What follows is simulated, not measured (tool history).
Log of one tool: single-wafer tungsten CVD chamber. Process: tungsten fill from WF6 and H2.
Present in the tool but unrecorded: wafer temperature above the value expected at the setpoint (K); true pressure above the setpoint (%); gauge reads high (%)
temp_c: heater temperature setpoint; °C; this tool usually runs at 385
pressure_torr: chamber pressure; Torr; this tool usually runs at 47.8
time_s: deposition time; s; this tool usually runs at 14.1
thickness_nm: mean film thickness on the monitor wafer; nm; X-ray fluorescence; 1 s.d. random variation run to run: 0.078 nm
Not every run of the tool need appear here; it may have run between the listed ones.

run     day  temp_c  pressure_torr  time_s  wafers since the last listed run  hours since the last thermocouple change  hours since the last manometer calibration  hours since the showerhead was replaced  hours since the gauge calibration  read-back reference wafer on the same gauge, thickness_nm  thickness_nm
  1   0.000     385           47.8    12.5                                 0                                    1729.5                                      1207.8                                   3994.3                              107.0                                                     31.097        29.026
  2   0.250     385           47.8    12.5                               143                                    1735.5                                      1213.8                                   4000.3                              113.0                                                     31.088        29.052
  3   0.517     385           47.8    12.5                               153                                    1741.9                                      1220.2                                   4006.7                              119.4                                                     31.102        28.976
  4   1.096     385           47.8    13.3                               332                                    1755.8                                      1234.1                                   4020.6                              133.3                                                     31.093        30.750
  5   1.754     385           47.8    13.3                               377                                    1771.6                                      1249.9                                   4036.4                              149.1                                                     31.078        30.817
  6   2.417     385           47.8    14.1                               380                                    1787.5                                      1265.8                                   4052.3                              165.0                                                     31.111        32.730
  7   2.896     385           47.8    14.1                               274                                    1799.0                                      1277.3                                   4063.8                              176.5                                                     31.101        32.533
  8   3.633     385           50.5    14.1                               423                                    1816.7                                      1295.0                                   4081.5                              194.2                                                     31.117        33.785
  9   4.371     385           50.5    14.1                               423                                    1834.4                                      1312.7                                   4099.2                              211.9                                                     31.110        33.654
 10   4.721     385           50.5    14.1                               200                                    1842.8                                      1321.1                                   4107.6                              220.3                                                     31.118        33.822
 11   5.433     385           47.8    14.1                               408                                    1859.9                                      1338.2                                   4124.7                              237.4                                                     31.103        32.625
 12   6.058     376           47.8    12.9                               358                                    1874.9                                      1353.2                                   4139.7                              252.4                                                     31.113        25.402
      6.233  -- gauge calibrated
      6.729  -- capacitance manometer re-zeroed and calibrated
 13   6.750     376           47.8    16.7                               205                                    1891.5                                         0.5                                   4156.3                               12.4                                                     31.105        31.098
      7.575  -- showerhead replaced
 14   7.596     400           54.5    15.2                               294                                    1911.8                                        20.8                                      0.5                               32.7                                                     31.097        47.075
      8.125  -- thermocouple changed; heater temperature recalibrated
 15   8.146     385           47.8    11.8                               124                                       0.5                                        34.0                                     13.7                               45.9                                                     31.088        28.641
 16   8.400     397           47.8    12.0                               145                                       6.6                                        40.1                                     19.8                               52.0                                                     31.091        35.777
 17   8.758     377           40.4    12.6                               205                                      15.2                                        48.7                                     28.4                               60.6                                                     31.085        23.669
 18   9.058     400           56.3    12.7                               172                                      22.4                                        55.9                                     35.6                               67.8                                                     31.117        43.998
 19   9.412     385           53.7    11.9                               203                                      30.9                                        64.4                                     44.1                               76.3                                                     31.084        31.019
 20  10.017     385           47.8    14.1                               346                                      45.4                                        78.9                                     58.6                               90.8                                                     31.092        34.254
 21  10.400     385           43.9    11.3                               219                                      54.6                                        88.1                                     67.8                              100.0                                                     31.103        25.781
 22  10.729     385           47.8    14.1                               188                                      62.5                                        96.0                                     75.7                              107.9                                                     31.081        34.282
 23  12.688     371           43.3    16.3                              1123                                     109.5                                       143.0                                    122.7                              154.9                                                     31.109        28.849

Consider 5 possible next runs. They are alternatives, not a sequence: every one starts from the tool as it was left by run 23. What does each give?
  A  12.704     385           56.3    14.1                                 9                                     109.9                                       143.4                                    123.1                              155.3                                                          ?             ?
  B  12.704     372           55.2    15.8                                 9                                     109.9                                       143.4                                    123.1                              155.3                                                          ?             ?
  C  12.704     390           40.2    11.5                                 9                                     109.9                                       143.4                                    123.1                              155.3                                                          ?             ?
  D  12.704     385           54.1    12.7                                 9                                     109.9                                       143.4                                    123.1                              155.3                                                          ?             ?
  E  12.704     385           56.1    16.0                                 9                                     109.9                                       143.4                                    123.1                              155.3                                                          ?             ?

run  read-back reference wafer on the same gauge, thickness_nm  thickness_nm
  A                                                     31.095        37.785
  B                                                     31.095        33.156
  C                                                     31.095        26.942
  D                                                     31.095        33.213
  E                                                     31.095        42.810
Without the tool's unlogged condition, the same runs would have read:
run  thickness_nm
  A        37.918
  B        33.290
  C        27.021
  D        33.330
  E        42.960
